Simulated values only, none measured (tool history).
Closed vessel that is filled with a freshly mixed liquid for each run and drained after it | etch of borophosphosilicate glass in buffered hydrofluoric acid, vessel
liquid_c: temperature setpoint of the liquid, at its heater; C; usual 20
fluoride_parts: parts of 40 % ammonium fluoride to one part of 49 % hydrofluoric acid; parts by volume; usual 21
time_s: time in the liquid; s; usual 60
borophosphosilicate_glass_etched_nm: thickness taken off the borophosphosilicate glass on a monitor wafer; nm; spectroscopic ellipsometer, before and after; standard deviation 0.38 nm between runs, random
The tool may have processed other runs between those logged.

run	hour	liquid_c	fluoride_parts	time_s	wafers since the last listed run	hours since the thermometer was replaced	hours since the hydrofluoric acid flow meter was replaced	hours since the gauge calibration	read-back film thickness of the borophosphosilicate glass reference wafer, read on the same gauge (nm)	borophosphosilicate_glass_etched_nm
1	0	20	21	60	0	2210.1	1506.7	960.1	50.01	44.26
2	87.3	20	21	60	10131	2297.4	1594	1047.4	49.99	44.25
3	381.6	20	21	60	34154	2591.7	1888.3	1341.7	50.01	43.31
4	477	20	21	60	11071	2687.1	1983.7	1437.1	49.98	43.33
# hour 504: gauge calibrated
5	572	20	21	60	11024	2782.1	2078.7	68	50.01	42.84
6	664.1	20	21	60	10688	2874.2	2170.8	160.1	49.98	43.34
7	733.4	20	21	60	8042	2943.5	2240.1	229.4	49.99	42.8
# hour 745.9: thermometer replaced
# hour 756.3: hydrofluoric acid flow meter replaced
8	808.6	17	18	75	8495	62.7	52.3	304.6	50	58.5
9	894.9	23	21	60	10015	149	138.6	390.9	50.01	56.76
10	1145.8	17	21	50	29117	399.9	389.5	641.8	50	33.47
11	1225.4	22.5	21	50	9237	479.5	469.1	721.4	50	45.34
12	1275.7	17	21	30	5837	529.8	519.4	771.7	50.01	19.96
13	1379.2	20	23.5	60	12011	633.3	622.9	875.2	50.01	43.25
14	1419.9	21.5	21	45	4723	674	663.6	915.9	50	38.72
15	1511.5	20	21	60	10630	765.6	755.2	1007.5	49.99	46.68

How the hidden state differs across the entries between the runs, from the last listed run before each to the first after it:
Between runs 4 and 5: gauge calibrated (hour 504)
  liquid colder than its thermometer reads (K): 1.32 -> 1.37; hydrofluoric acid flow below the setpoint (%): 6.31 -> 6.6
  measured less the result without the state, borophosphosilicate_glass_etched_nm: -5.47 -> -5.65 nm
Between runs 7 and 8: thermometer replaced (hour 745.9); hydrofluoric acid flow meter replaced (hour 756.3)
  liquid colder than its thermometer reads (K): 1.44 -> 0.045; hydrofluoric acid flow below the setpoint (%): 7.11 -> 0.237
  measured less the result without the state, borophosphosilicate_glass_etched_nm: -6.01 -> -0.28 nm

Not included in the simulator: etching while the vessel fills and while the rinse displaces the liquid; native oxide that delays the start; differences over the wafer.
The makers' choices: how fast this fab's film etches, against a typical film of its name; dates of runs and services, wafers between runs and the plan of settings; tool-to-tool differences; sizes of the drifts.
